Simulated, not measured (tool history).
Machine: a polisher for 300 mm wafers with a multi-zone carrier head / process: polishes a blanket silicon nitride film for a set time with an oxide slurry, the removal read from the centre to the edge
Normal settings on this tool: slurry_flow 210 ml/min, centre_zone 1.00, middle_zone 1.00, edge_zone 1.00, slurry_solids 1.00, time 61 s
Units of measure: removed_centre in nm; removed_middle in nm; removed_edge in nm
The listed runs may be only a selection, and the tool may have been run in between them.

run	hour	slurry_flow	centre_zone	middle_zone	edge_zone	slurry_solids	time	wafers since the last listed run	wafers polished on this pad	hours since the slurry nozzle was cleaned	hours since the centre zone pressure was calibrated	hours since the edge zone pressure was calibrated	hours since the carrier head's membrane was replaced	incoming thickness of the incoming film, nm	removed_centre	removed_middle	removed_edge
1	0.0	210	1.00	1.00	1.00	1.00	61	0	245	205.4	403.5	1304.0	1286.0	466.1	39.4	41.8	42.9
2	14.0	210	1.00	1.00	1.00	1.00	61	125	371	219.4	417.5	1318.0	1300.0	459.6	39.4	43.1	42.4
3	27.2	210	1.00	1.00	1.00	1.00	61	118	490	232.6	430.7	1331.2	1313.2	463.0	38.8	42.4	43.7
4	35.4	210	1.00	1.00	1.00	1.00	61	73	563	240.8	438.9	1339.4	1321.4	458.6	38.9	40.9	43.1
# hour 46.8: worn pad replaced by a new one
5	52.6	210	1.00	1.00	1.00	1.00	61	118	52	258.0	456.1	1356.6	1338.6	460.2	39.4	42.0	42.8
6	63.9	210	1.00	1.00	1.00	1.00	61	101	153	269.3	467.4	1367.9	1349.9	459.8	38.5	42.6	44.2
7	78.6	210	1.00	1.00	1.00	1.00	61	132	285	284.0	482.1	1382.6	1364.6	454.4	38.5	42.4	43.7
8	85.2	210	0.96	1.00	1.00	1.00	61	59	344	290.6	488.7	1389.2	1371.2	460.7	36.4	41.9	43.7
# hour 92.6: slurry nozzle cleaned
9	97.2	210	1.00	0.91	0.95	1.25	47	98	443	4.6	500.7	1401.2	1383.2	455.4	32.0	32.6	36.3
10	107.3	210	1.00	1.00	1.00	0.90	61	90	534	14.7	510.8	1411.3	1393.3	459.1	36.6	40.9	42.0
# hour 113.3: edge zone pressure recalibrated
# hour 113.7: carrier head's membrane replaced by a new one
11	123.7	210	1.00	1.00	1.00	1.00	61	125	660	31.1	527.2	10.4	10.0	453.9	38.5	42.7	43.3
# hour 129.2: worn pad replaced by a new one
# hour 132.0: centre zone pressure recalibrated
12	139.5	210	1.00	1.00	1.00	1.15	61	88	74	46.9	7.5	26.2	25.8	464.9	44.0	44.5	46.0
13	153.7	245	1.00	0.90	0.93	1.00	50	127	201	61.1	21.7	40.4	40.0	462.8	34.8	31.9	35.5
14	169.5	235	1.00	1.07	1.00	1.00	61	141	343	76.9	37.5	56.2	55.8	454.3	42.6	44.8	43.8

Had the tool no unlogged condition, and each run kept its random variation, what would the results have been?
Hidden state present: removal rate lost through wear of the pad, %; slurry flow missing at the pad, %; deviation of the centre zone's pressure from its setpoint, %; deviation of the edge zone's pressure from its setpoint, %.
run	removed_centre
1	41.6
2	41.8
3	41.3
4	41.5
5	42.3
6	41.5
7	41.7
8	39.6
9	34.9
10	40.1
11	42.5
12	44.1
13	34.9
14	42.8
For removed_middle, the value without the hidden state is never more than 0.1 nm from the measured value.
For removed_edge, the value without the hidden state matches the measurement in each run.
